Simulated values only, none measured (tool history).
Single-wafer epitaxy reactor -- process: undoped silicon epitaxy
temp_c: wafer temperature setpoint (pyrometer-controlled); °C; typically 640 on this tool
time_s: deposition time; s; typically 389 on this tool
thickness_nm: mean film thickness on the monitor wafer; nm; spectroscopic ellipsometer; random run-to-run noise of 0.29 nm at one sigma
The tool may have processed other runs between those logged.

| run | hour | temp_c | time_s | wafers since the last listed run | hours since the last pyrometer calibration | hours since the gauge calibration | read-back reference wafer on the same gauge, thickness_nm | thickness_nm |
|---|---|---|---|---|---|---|---|---|
| 1 | 0.0 | 640 | 350 | 0 | 640.1 | 482.7 | 53.502 | 53.550 |
| 2 | 49.2 | 640 | 350 | 241 | 689.3 | 531.9 | 53.445 | 53.092 |
| 3 | 86.9 | 640 | 350 | 184 | 727.0 | 569.6 | 53.603 | 53.352 |
| 4 | 121.1 | 643 | 366 | 167 | 761.2 | 603.8 | 53.605 | 60.012 |
| 5 | 174.0 | 643 | 366 | 259 | 814.1 | 656.7 | 53.666 | 60.291 |
| 6 | 219.6 | 640 | 389 | 223 | 859.7 | 702.3 | 53.594 | 58.974 |
| 7 | 269.0 | 640 | 389 | 242 | 909.1 | 751.7 | 53.639 | 59.073 |
|  | 278.0 | gauge calibrated |
| 8 | 326.2 | 640 | 389 | 280 | 966.3 | 48.2 | 53.583 | 58.277 |
| 9 | 379.4 | 640 | 389 | 261 | 1019.5 | 101.4 | 53.621 | 57.668 |
|  | 421.0 | pyrometer calibrated |
| 10 | 421.5 | 635 | 363 | 167 | 0.5 | 143.5 | 53.574 | 50.062 |
| 11 | 447.1 | 643 | 366 | 125 | 26.1 | 169.1 | 53.587 | 61.325 |
| 12 | 505.8 | 654 | 351 | 288 | 84.8 | 227.8 | 53.435 | 77.721 |
| 13 | 555.0 | 634 | 351 | 241 | 134.0 | 277.0 | 53.635 | 46.836 |
| 14 | 613.6 | 640 | 448 | 287 | 192.6 | 335.6 | 53.588 | 68.763 |
| 15 | 652.3 | 645 | 354 | 189 | 231.3 | 374.3 | 53.481 | 62.585 |
| 16 | 678.4 | 654 | 351 | 128 | 257.4 | 400.4 | 53.634 | 77.133 |
| 17 | 735.6 | 636 | 424 | 280 | 314.6 | 457.6 | 53.577 | 59.102 |
| 18 | 773.8 | 651 | 333 | 187 | 352.8 | 495.8 | 53.441 | 67.775 |
| 19 | 814.0 | 629 | 389 | 197 | 393.0 | 536.0 | 53.535 | 45.577 |
|  | 847.7 | gauge calibrated |
| 20 | 874.7 | 640 | 441 | 297 | 453.7 | 27.0 | 53.473 | 67.166 |

Branching from run 20: 4 alternative next runs. What would each branch give?
| A | 875.2 | 630 | 389 | 2 | 454.2 | 27.5 | ? | ? |
| B | 875.2 | 640 | 355 | 2 | 454.2 | 27.5 | ? | ? |
| C | 875.2 | 653 | 369 | 2 | 454.2 | 27.5 | ? | ? |
| D | 875.2 | 644 | 424 | 2 | 454.2 | 27.5 | ? | ? |

| run | read-back reference wafer on the same gauge, thickness_nm | thickness_nm |
|---|---|---|
| A | 53.492 | 46.457 |
| B | 53.492 | 54.830 |
| C | 53.492 | 78.868 |
| D | 53.492 | 72.452 |
With the hidden condition removed and each run's random variation left untouched, the same runs would have given:
| run | thickness_nm |
|---|---|
| A | 46.650 |
| B | 55.052 |
| C | 79.177 |
| D | 72.742 |

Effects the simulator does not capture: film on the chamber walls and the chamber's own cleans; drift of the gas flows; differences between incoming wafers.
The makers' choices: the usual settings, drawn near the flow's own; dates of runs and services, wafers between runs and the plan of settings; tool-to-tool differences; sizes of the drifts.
